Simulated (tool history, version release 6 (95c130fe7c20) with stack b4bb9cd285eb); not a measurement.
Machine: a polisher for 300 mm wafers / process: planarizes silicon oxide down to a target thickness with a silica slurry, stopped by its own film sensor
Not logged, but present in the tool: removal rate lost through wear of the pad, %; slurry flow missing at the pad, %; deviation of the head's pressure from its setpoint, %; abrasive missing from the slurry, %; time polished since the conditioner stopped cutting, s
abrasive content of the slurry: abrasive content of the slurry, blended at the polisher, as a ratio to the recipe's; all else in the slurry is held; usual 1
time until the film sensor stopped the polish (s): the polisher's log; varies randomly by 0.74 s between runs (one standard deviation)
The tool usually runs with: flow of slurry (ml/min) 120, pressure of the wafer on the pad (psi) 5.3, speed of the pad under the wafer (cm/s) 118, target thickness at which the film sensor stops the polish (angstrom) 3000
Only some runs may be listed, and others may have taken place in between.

| run | hour | flow of slurry (ml/min) | pressure of the wafer on the pad (psi) | speed of the pad under the wafer (cm/s) | abrasive content of the slurry | target thickness at which the film sensor stops the polish (angstrom) | wafers since the last listed run | wafers polished on this pad | hours since the slurry nozzle was cleaned | hours since the head pressure was calibrated | hours since the slurry blender was calibrated | hours since the conditioning disc was replaced | incoming thickness of the incoming film, nm | time until the film sensor stopped the polish (s) |
|---|---|---|---|---|---|---|---|---|---|---|---|---|---|---|
| 1 | 0 | 120 | 6.6 | 118 | 1 | 3000 | 0 | 1020 | 481.2 | 317 | 399.1 | 149.8 | 692 | 78.7 |
|  | 41.4 | slurry blender recalibrated |
| 2 | 48.8 | 120 | 6.6 | 118 | 1 | 3000 | 318 | 1339 | 530 | 365.8 | 7.4 | 198.6 | 696.6 | 71.1 |
|  | 94.7 | slurry nozzle cleaned |
| 3 | 98.9 | 120 | 5.3 | 90 | 1 | 3000 | 334 | 1673 | 4.2 | 415.9 | 57.5 | 248.7 | 675 | 101.4 |
| 4 | 195.2 | 120 | 5.3 | 90 | 1 | 3000 | 656 | 2330 | 100.5 | 512.2 | 153.8 | 345 | 680.2 | 109 |
|  | 253.3 | conditioning disc replaced and pad reconditioned |
| 5 | 258.2 | 120 | 5.3 | 90 | 1 | 3000 | 415 | 2745 | 163.5 | 575.2 | 216.8 | 4.9 | 692.7 | 112.7 |
|  | 309.3 | worn pad replaced by a new one |
| 6 | 359 | 120 | 5.3 | 118 | 1 | 3000 | 659 | 338 | 264.3 | 676 | 317.6 | 105.7 | 685.4 | 92.6 |
| 7 | 445.5 | 120 | 5.3 | 118 | 1 | 3000 | 589 | 927 | 350.8 | 762.5 | 404.1 | 192.2 | 693.7 | 95.8 |
|  | 508.2 | slurry blender recalibrated |
| 8 | 538.1 | 120 | 5.3 | 118 | 1 | 3860 | 617 | 1545 | 443.4 | 855.1 | 29.9 | 284.8 | 686.5 | 87 |
| 9 | 641.9 | 120 | 5.3 | 118 | 1 | 3860 | 707 | 2252 | 547.2 | 958.9 | 133.7 | 388.6 | 685.8 | 97.6 |
|  | 692.8 | worn pad replaced by a new one |
|  | 733.2 | conditioning disc replaced and pad reconditioned |
|  | 776.9 | slurry nozzle cleaned |
|  | 802.4 | slurry blender recalibrated, repeated, since the last time left the tool worse |
| 10 | 865.2 | 120 | 5.3 | 118 | 1 | 3860 | 1460 | 1140 | 88.3 | 1182.2 | 62.8 | 132 | 676.3 | 65.6 |
| 11 | 902.2 | 120 | 4.3 | 118 | 1 | 3000 | 252 | 1392 | 125.3 | 1219.2 | 99.8 | 169 | 688.8 | 106.6 |
|  | 909.3 | head pressure recalibrated |
| 12 | 939 | 120 | 5.3 | 90 | 1 | 3000 | 237 | 1629 | 162.1 | 29.7 | 136.6 | 205.8 | 678.5 | 108.4 |
| 13 | 984.8 | 140 | 5.3 | 118 | 1 | 3000 | 312 | 1942 | 207.9 | 75.5 | 182.4 | 251.6 | 688.6 | 88.8 |
| 14 | 1065.2 | 120 | 5.3 | 94 | 0.8 | 4220 | 547 | 2489 | 288.3 | 155.9 | 262.8 | 332 | 680.2 | 87 |
|  | 1109.2 | worn pad replaced by a new one |
| 15 | 1134.3 | 95 | 5.3 | 118 | 1 | 1850 | 443 | 170 | 357.4 | 225 | 331.9 | 401.1 | 684.9 | 128.5 |
|  | 1147.2 | conditioning disc replaced and pad reconditioned |
|  | 1221 | slurry blender recalibrated |
| 16 | 1225.5 | 95 | 5.3 | 118 | 1 | 3000 | 594 | 765 | 448.6 | 316.2 | 4.5 | 78.3 | 689.8 | 92.5 |
| 17 | 1302.9 | 120 | 5.3 | 118 | 1 | 3000 | 527 | 1292 | 526 | 393.6 | 81.9 | 155.7 | 696.8 | 93.2 |
| 18 | 1391.1 | 120 | 4.5 | 90 | 1 | 2500 | 600 | 1893 | 614.2 | 481.8 | 170.1 | 243.9 | 699.3 | 150.3 |
|  | 1400.9 | slurry nozzle cleaned |
| 19 | 1445.7 | 120 | 3.5 | 118 | 0.75 | 3810 | 365 | 2258 | 44.8 | 536.4 | 224.7 | 298.5 | 684.8 | 133.1 |

Run 20, settings as shown, results not yet in. Your forecast:
|  | 1458.3 | worn pad replaced by a new one |
| 20 | 1517.2 | 120 | 5.3 | 118 | 1 | 3000 | 459 | 401 | 116.3 | 607.9 | 296.2 | 370 | 688.1 | ? |

time until the film sensor stopped the polish (s): 95.8
With no hidden state in the tool, this same run would have given time until the film sensor stopped the polish (s) 84.1.
